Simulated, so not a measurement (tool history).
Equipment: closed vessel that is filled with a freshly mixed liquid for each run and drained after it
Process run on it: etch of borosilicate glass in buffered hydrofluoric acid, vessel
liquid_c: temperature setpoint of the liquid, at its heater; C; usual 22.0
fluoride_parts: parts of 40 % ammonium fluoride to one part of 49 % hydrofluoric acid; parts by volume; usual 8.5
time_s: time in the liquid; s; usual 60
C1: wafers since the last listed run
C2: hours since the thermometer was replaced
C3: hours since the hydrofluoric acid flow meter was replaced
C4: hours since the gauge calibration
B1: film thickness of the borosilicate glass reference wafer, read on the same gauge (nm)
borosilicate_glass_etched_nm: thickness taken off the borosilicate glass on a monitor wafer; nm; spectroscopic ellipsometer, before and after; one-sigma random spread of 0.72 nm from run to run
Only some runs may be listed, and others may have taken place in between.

run 1 hour=0.0 | liquid_c=22.0 fluoride_parts=8.5 time_s=60 | C1=0 C2=2402.2 C3=1423.5 C4=677.7 | B1=80.00 | borosilicate_glass_etched_nm=78.94
run 2 hour=66.0 | liquid_c=19.5 fluoride_parts=8.5 time_s=60 | C1=8629 C2=2468.2 C3=1489.5 C4=743.7 | B1=80.03 | borosilicate_glass_etched_nm=68.56
run 3 hour=126.6 | liquid_c=19.5 fluoride_parts=8.5 time_s=60 | C1=7923 C2=2528.8 C3=1550.1 C4=804.3 | B1=80.02 | borosilicate_glass_etched_nm=68.81
run 4 hour=156.1 | liquid_c=19.5 fluoride_parts=8.5 time_s=60 | C1=3857 C2=2558.3 C3=1579.6 C4=833.8 | B1=79.96 | borosilicate_glass_etched_nm=68.96
run 5 hour=198.7 | liquid_c=22.0 fluoride_parts=8.5 time_s=60 | C1=5570 C2=2600.9 C3=1622.2 C4=876.4 | B1=79.99 | borosilicate_glass_etched_nm=77.47
run 6 hour=239.8 | liquid_c=22.0 fluoride_parts=8.5 time_s=60 | C1=5374 C2=2642.0 C3=1663.3 C4=917.5 | B1=79.94 | borosilicate_glass_etched_nm=79.44
run 7 hour=302.2 | liquid_c=22.0 fluoride_parts=11.0 time_s=60 | C1=8159 C2=2704.4 C3=1725.7 C4=979.9 | B1=79.94 | borosilicate_glass_etched_nm=62.91
run 8 hour=334.7 | liquid_c=20.5 fluoride_parts=8.5 time_s=60 | C1=4249 C2=2736.9 C3=1758.2 C4=1012.4 | B1=80.00 | borosilicate_glass_etched_nm=71.87
run 9 hour=370.8 | liquid_c=22.0 fluoride_parts=8.5 time_s=60 | C1=4720 C2=2773.0 C3=1794.3 C4=1048.5 | B1=80.01 | borosilicate_glass_etched_nm=77.66
run 10 hour=399.9 | liquid_c=22.0 fluoride_parts=8.5 time_s=60 | C1=3805 C2=2802.1 C3=1823.4 C4=1077.6 | B1=79.98 | borosilicate_glass_etched_nm=77.94
run 11 hour=433.3 | liquid_c=23.5 fluoride_parts=8.5 time_s=60 | C1=4367 C2=2835.5 C3=1856.8 C4=1111.0 | B1=79.99 | borosilicate_glass_etched_nm=85.19
run 12 hour=483.3 | liquid_c=23.5 fluoride_parts=8.5 time_s=60 | C1=6537 C2=2885.5 C3=1906.8 C4=1161.0 | B1=80.00 | borosilicate_glass_etched_nm=84.15
run 13 hour=561.6 | liquid_c=23.5 fluoride_parts=8.5 time_s=60 | C1=10238 C2=2963.8 C3=1985.1 C4=1239.3 | B1=80.02 | borosilicate_glass_etched_nm=85.52
run 14 hour=604.6 | liquid_c=22.0 fluoride_parts=8.5 time_s=60 | C1=5622 C2=3006.8 C3=2028.1 C4=1282.3 | B1=79.99 | borosilicate_glass_etched_nm=78.47
-- hour=650.3 thermometer replaced
run 15 hour=668.4 | liquid_c=26.5 fluoride_parts=8.5 time_s=80 | C1=8211 C2=18.1 C3=2091.9 C4=1346.1 | B1=79.99 | borosilicate_glass_etched_nm=132.51
run 16 hour=696.2 | liquid_c=22.0 fluoride_parts=8.5 time_s=60 | C1=3635 C2=45.9 C3=2119.7 C4=1373.9 | B1=80.03 | borosilicate_glass_etched_nm=78.94
-- hour=703.2 hydrofluoric acid flow meter replaced
-- hour=709.9 gauge calibrated
run 17 hour=746.7 | liquid_c=23.5 fluoride_parts=8.5 time_s=60 | C1=6472 C2=96.4 C3=43.5 C4=36.8 | B1=79.97 | borosilicate_glass_etched_nm=84.90
run 18 hour=781.8 | liquid_c=22.0 fluoride_parts=8.5 time_s=30 | C1=4589 C2=131.5 C3=78.6 C4=71.9 | B1=80.01 | borosilicate_glass_etched_nm=39.56
run 19 hour=832.0 | liquid_c=26.0 fluoride_parts=10.0 time_s=60 | C1=6564 C2=181.7 C3=128.8 C4=122.1 | B1=80.00 | borosilicate_glass_etched_nm=85.31
run 20 hour=870.6 | liquid_c=22.0 fluoride_parts=11.5 time_s=60 | C1=5047 C2=220.3 C3=167.4 C4=160.7 | B1=80.04 | borosilicate_glass_etched_nm=60.78
run 21 hour=937.4 | liquid_c=22.0 fluoride_parts=8.5 time_s=60 | C1=8734 C2=287.1 C3=234.2 C4=227.5 | B1=80.02 | borosilicate_glass_etched_nm=78.41
run 22 hour=1003.1 | liquid_c=24.0 fluoride_parts=6.5 time_s=95 | C1=8590 C2=352.8 C3=299.9 C4=293.2 | B1=80.02 | borosilicate_glass_etched_nm=179.96
run 23 hour=1071.1 | liquid_c=17.5 fluoride_parts=7.5 time_s=80 | C1=8891 C2=420.8 C3=367.9 C4=361.2 | B1=79.97 | borosilicate_glass_etched_nm=93.58
run 24 hour=1095.8 | liquid_c=24.5 fluoride_parts=8.5 time_s=70 | C1=3229 C2=445.5 C3=392.6 C4=385.9 | B1=80.01 | borosilicate_glass_etched_nm=103.69
run 25 hour=1154.5 | liquid_c=19.5 fluoride_parts=10.5 time_s=35 | C1=7675 C2=504.2 C3=451.3 C4=444.6 | B1=79.98 | borosilicate_glass_etched_nm=33.16
run 26 hour=1220.0 | liquid_c=26.0 fluoride_parts=8.5 time_s=50 | C1=8564 C2=569.7 C3=516.8 C4=510.1 | B1=80.00 | borosilicate_glass_etched_nm=82.25
run 27 hour=1247.5 | liquid_c=23.5 fluoride_parts=8.5 time_s=60 | C1=3595 C2=597.2 C3=544.3 C4=537.6 | B1=80.00 | borosilicate_glass_etched_nm=86.00
run 28 hour=1279.9 | liquid_c=26.5 fluoride_parts=9.5 time_s=90 | C1=4236 C2=629.6 C3=576.7 C4=570.0 | B1=80.00 | borosilicate_glass_etched_nm=137.29
run 29 hour=1311.1 | liquid_c=19.0 fluoride_parts=8.5 time_s=90 | C1=4079 C2=660.8 C3=607.9 C4=601.2 | B1=80.02 | borosilicate_glass_etched_nm=99.42
run 30 hour=1368.8 | liquid_c=19.5 fluoride_parts=8.5 time_s=90 | C1=7544 C2=718.5 C3=665.6 C4=658.9 | B1=80.03 | borosilicate_glass_etched_nm=103.62
run 31 hour=1392.8 | liquid_c=22.0 fluoride_parts=11.0 time_s=40 | C1=3138 C2=742.5 C3=689.6 C4=682.9 | B1=79.98 | borosilicate_glass_etched_nm=41.91
run 32 hour=1436.2 | liquid_c=18.0 fluoride_parts=10.5 time_s=45 | C1=5674 C2=785.9 C3=733.0 C4=726.3 | B1=79.99 | borosilicate_glass_etched_nm=39.48
run 33 hour=1462.4 | liquid_c=20.0 fluoride_parts=7.0 time_s=60 | C1=3425 C2=812.1 C3=759.2 C4=752.5 | B1=80.00 | borosilicate_glass_etched_nm=86.25

Predict each of these 4 candidate next runs independently; none follows another, all start after run 33:
run A hour=1463.1 | liquid_c=22.0 fluoride_parts=8.5 time_s=60 | C1=91 C2=812.8 C3=759.9 C4=753.2 | B1=? | borosilicate_glass_etched_nm=?
run B hour=1463.1 | liquid_c=18.5 fluoride_parts=10.0 time_s=45 | C1=91 C2=812.8 C3=759.9 C4=753.2 | B1=? | borosilicate_glass_etched_nm=?
run C hour=1463.1 | liquid_c=22.0 fluoride_parts=8.5 time_s=75 | C1=91 C2=812.8 C3=759.9 C4=753.2 | B1=? | borosilicate_glass_etched_nm=?
run D hour=1463.1 | liquid_c=20.0 fluoride_parts=11.5 time_s=60 | C1=91 C2=812.8 C3=759.9 C4=753.2 | B1=? | borosilicate_glass_etched_nm=?

run=A B1=79.95 borosilicate_glass_etched_nm=78.55
run=B B1=79.95 borosilicate_glass_etched_nm=42.67
run=C B1=79.95 borosilicate_glass_etched_nm=98.18
run=D B1=79.95 borosilicate_glass_etched_nm=53.82
Without the tool's hidden state the same runs would have given:
run=A borosilicate_glass_etched_nm=78.55
run=B borosilicate_glass_etched_nm=42.67
run=C borosilicate_glass_etched_nm=98.18
run=D borosilicate_glass_etched_nm=53.82

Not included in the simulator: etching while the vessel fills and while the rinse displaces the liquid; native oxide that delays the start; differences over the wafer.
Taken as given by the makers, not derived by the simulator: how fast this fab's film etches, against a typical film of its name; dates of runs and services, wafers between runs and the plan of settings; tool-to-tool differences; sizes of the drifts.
